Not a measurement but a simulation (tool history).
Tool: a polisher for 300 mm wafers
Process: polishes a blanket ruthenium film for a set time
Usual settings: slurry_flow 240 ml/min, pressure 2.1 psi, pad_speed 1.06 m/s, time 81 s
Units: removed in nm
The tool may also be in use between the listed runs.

run,hour,slurry_flow,pressure,pad_speed,time,wafers since the last listed run,wafers polished on this pad,hours since the slurry nozzle was cleaned,hours since the head pressure was calibrated,"incoming thickness of the incoming film, nm",removed
1,0,240,2.1,1.06,81,0,1327,182.4,987.8,287.7,108
# hour 12: worn pad replaced by a new one
2,30.1,240,2.1,1.06,81,189,131,212.5,1017.9,285.6,106.6
3,59.8,240,2.1,1.06,81,216,347,242.2,1047.6,295,106
4,76.3,240,2.1,1.06,81,120,467,258.7,1064.1,290.9,106.9
5,98.1,240,2.1,1.06,81,158,626,280.5,1085.9,294,105.8
# hour 117.4: slurry nozzle cleaned
6,122.1,240,2.1,1.06,81,167,793,4.7,1109.9,291.9,105
7,141.2,240,2.1,1.06,81,138,932,23.8,1129,288.4,107.2
8,162.7,240,2.3,1.06,81,156,1089,45.3,1150.5,290.2,113.9
# hour 179.3: worn pad replaced by a new one
9,192.2,240,2.1,1.06,81,185,93,74.8,1180,285.9,104.8
10,207.9,240,2.6,1.06,81,114,207,90.5,1195.7,283.4,129.9
11,223,240,2.6,1.06,81,109,317,105.6,1210.8,284.4,128.9
12,249.1,240,2.6,1.06,81,189,507,131.7,1236.9,289.1,127.4
13,265.4,240,2.1,1.06,81,118,626,148,1253.2,291.3,104
14,278.6,240,2.1,1.06,81,96,722,161.2,1266.4,289.1,103.3
15,307.1,240,2.1,1.06,81,207,929,189.7,1294.9,288,104.3
# hour 376.6: head pressure recalibrated
# hour 386.3: worn pad replaced by a new one
16,390.1,215,2.7,0.72,101,560,27,272.7,13.5,286.3,107.9
17,418.7,240,2.4,1.06,98,208,235,301.3,42.1,286.9,133.5
18,448.5,240,2.5,1.34,81,216,452,331.1,71.9,290.8,141.4
19,466.2,185,2.1,0.74,81,128,580,348.8,89.6,294.9,69.2
20,483.6,240,2.1,1.06,81,126,707,366.2,107,293.6,96.2
# hour 490.5: slurry nozzle cleaned
21,498.6,240,2.1,1.06,81,101,809,8.1,122,293.5,95.4
22,512.7,185,1.8,1.06,81,102,911,22.2,136.1,291,81.2
# hour 515.4: head pressure recalibrated, repeated, since the last time left the tool worse
23,532.1,240,2.1,1.06,81,126,1038,41.6,16.7,294.7,112.3
# hour 555.2: worn pad replaced by a new one
24,560.5,240,2.1,1.06,81,177,38,70,45.1,290.1,114.4
25,580,240,2.1,0.9,81,141,180,89.5,64.6,292.5,98.7
26,593.4,315,2.5,0.74,103,97,277,102.9,78,290.5,127.6
27,616.4,290,1.4,1.38,81,167,445,125.9,101,293.2,97
28,634.1,240,2.4,0.8,74,128,573,143.6,118.7,293.9,93.6
29,649.9,240,2.3,1.06,100,114,688,159.4,134.5,290.3,152.9
30,683.4,240,2.1,1.32,81,243,932,192.9,168,291.3,137.6

How the hidden state differs across the entries between the runs, from the last listed run before each to the first after it:
Between runs 1 and 2: worn pad replaced by a new one (hour 12)
  deviation of the head's pressure from its setpoint, %: -5.31 -> -5.66
  measured less the result without the state, removed: -5.9 -> -6.3 nm
Between runs 5 and 6: slurry nozzle cleaned (hour 117.4)
  deviation of the head's pressure from its setpoint, %: -6.47 -> -6.77
  measured less the result without the state, removed: -7.2 -> -7.4 nm
Between runs 8 and 9: worn pad replaced by a new one (hour 179.3)
  deviation of the head's pressure from its setpoint, %: -7.29 -> -7.68
  measured less the result without the state, removed: -8.8 -> -8.6 nm
Between runs 15 and 16: head pressure recalibrated (hour 376.6); worn pad replaced by a new one (hour 386.3)
  deviation of the head's pressure from its setpoint, %: -9.29 -> -15.5
  measured less the result without the state, removed: -10.4 -> -19.4 nm
Between runs 20 and 21: slurry nozzle cleaned (hour 490.5)
  no hidden state differs between the two runs
  measured less the result without the state, removed: -17.3 -> -17.2 nm
Between runs 22 and 23: head pressure recalibrated, repeated, since the last time left the tool worse (hour 515.4)
  deviation of the head's pressure from its setpoint, %: -15.6 -> 0.128
  measured less the result without the state, removed: -14.7 -> +0.1 nm
Between runs 23 and 24: worn pad replaced by a new one (hour 555.2)
  deviation of the head's pressure from its setpoint, %: 0.128 -> 0.118
  measured less the result without the state, removed: +0.1 -> +0.1 nm
